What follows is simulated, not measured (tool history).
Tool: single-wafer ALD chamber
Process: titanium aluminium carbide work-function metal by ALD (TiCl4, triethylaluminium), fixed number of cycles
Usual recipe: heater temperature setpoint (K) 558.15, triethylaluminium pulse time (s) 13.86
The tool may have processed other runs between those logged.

run	hour	heater temperature setpoint (K)	triethylaluminium pulse time (s)	read-back reference wafer on the same gauge, thickness_nm	mean film thickness on the monitor wafer (nm)
1	0	558.15	17.6	1.549	1.772
2	28.3	558.15	17.6	1.55	1.752
3	44.8	558.15	13.86	1.549	1.736
4	62.1	558.15	13.86	1.552	1.743
5	77.1	558.15	15.88	1.549	1.748
# hour 85.7: thermocouple changed; heater temperature recalibrated
6	87.6	558.15	15.88	1.549	1.756
7	95	558.15	13.86	1.549	1.733
# hour 110: showerhead replaced
8	110.5	558.15	13.86	1.55	1.735
9	112.5	558.15	13.86	1.55	1.738
10	119.5	558.15	13.86	1.55	1.726
11	135.3	558.15	13.86	1.55	1.733
# hour 153.7: triethylaluminium bottle replaced
12	154.2	546.15	13.86	1.551	1.558
13	161.1	568.15	10.32	1.55	1.606
14	174.3	554.15	9.18	1.55	1.431
15	186.6	568.15	12.3	1.549	1.683
16	197.8	565.15	18.77	1.551	1.782

Run 17, settings as shown, results not yet in. Your forecast:
17	215.1	569.15	18.38	?	?

Run 17 produced read-back reference wafer on the same gauge, thickness_nm 1.549, mean film thickness on the monitor wafer (nm) 1.807.
Take away the tool's hidden state, keep the run-to-run variation as it was, and the same run would have given mean film thickness on the monitor wafer (nm) 1.86.
